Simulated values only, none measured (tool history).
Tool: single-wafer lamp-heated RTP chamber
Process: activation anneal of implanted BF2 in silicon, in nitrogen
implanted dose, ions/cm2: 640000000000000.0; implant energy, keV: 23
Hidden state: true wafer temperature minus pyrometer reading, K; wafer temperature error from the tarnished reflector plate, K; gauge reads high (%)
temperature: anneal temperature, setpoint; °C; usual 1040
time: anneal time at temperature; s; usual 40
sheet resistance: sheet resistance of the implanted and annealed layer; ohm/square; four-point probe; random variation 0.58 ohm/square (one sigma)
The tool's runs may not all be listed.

run    hour  temperature  time  wafers since the last listed run  wafers since the last pyrometer calibration  wafers since the reflector plate was cleaned  hours since the gauge calibration  read-back reference wafer on the same gauge, sheet resistance  sheet resistance
  1       0         1040    40                                 0                                         5178                                          6172                              865.1                                                         181.96            193.37
  2    64.3         1027    50                               796                                         5974                                          6969                              929.4                                                         181.99            193.65
       94.2  -- gauge calibrated
      144.1  -- pyrometer window cleaned and pyrometer calibrated
      159.5  -- reflector plate cleaned
  3   163.9         1027    50                              1036                                          146                                            54                               69.7                                                         181.87             195.3
  4   246.2         1027    50                              1019                                         1166                                          1074                                152                                                         182.04            196.13
  5   329.5         1040    40                              1032                                         2198                                          2106                              235.3                                                         182.19            192.84
  6   375.1         1040    40                               565                                         2764                                          2671                              280.9                                                          181.9            193.85
  7   417.2         1060    40                               521                                         3285                                          3193                                323                                                         181.97            189.08
  8   491.6         1040    40                               921                                         4207                                          4115                              397.4                                                         181.89            194.05
  9   557.1         1040    40                               811                                         5019                                          4927                              462.9                                                         181.92            192.79
 10   598.3         1040    40                               510                                         5530                                          5437                              504.1                                                         182.03            192.61
 11   687.3         1051    33                              1102                                         6633                                          6540                              593.1                                                         182.11            191.62
 12   741.3         1048    55                               669                                         7302                                          7210                              647.1                                                         182.06               188
      755.6  -- pyrometer window cleaned and pyrometer calibrated
      760.3  -- reflector plate cleaned
 13   843.8         1040    40                              1112                                         1034                                          1034                              749.6                                                         182.19            194.24
 14   938.5         1057    40                              1173                                         2208                                          2208                              844.3                                                         182.19            190.02
     1029.8  -- gauge calibrated
 15  1039.9         1012    19                              1256                                         3464                                          3464                               10.1                                                         182.02            209.74
     1303.5  -- pyrometer window cleaned and pyrometer calibrated
 16  1341.7         1040    40                              3640                                          472                                          7105                              311.9                                                         181.99            195.87
     1399.7  -- reflector plate cleaned
 17  1400.2         1019    54                               625                                         1098                                             5                              370.4                                                         181.99             198.8
 18  1435.6         1027    50                               438                                         1537                                           444                              405.8                                                         181.96            194.96
 19  1478.3         1063    26                               529                                         2066                                           973                              448.5                                                         182.01            192.33
 20  1532.5         1040    56                               671                                         2738                                          1645                              502.7                                                         181.99            190.26

3 ways to go on from here, each from the tool as it stands after run 20. What would each give?
  A  1532.9         1040    40                                 4                                         2743                                          1650                              503.1                                                              ?                 ?
  B  1532.9         1010    46                                 4                                         2743                                          1650                              503.1                                                              ?                 ?
  C  1532.9         1055    40                                 4                                         2743                                          1650                              503.1                                                              ?                 ?

run  read-back reference wafer on the same gauge, sheet resistance  sheet resistance
  A                                                         181.99            194.56
  B                                                         181.99            202.92
  C                                                         181.99            191.17
Without the tool's hidden state the same runs would have given:
run  sheet resistance
  A            195.79
  B            205.32
  C            192.24
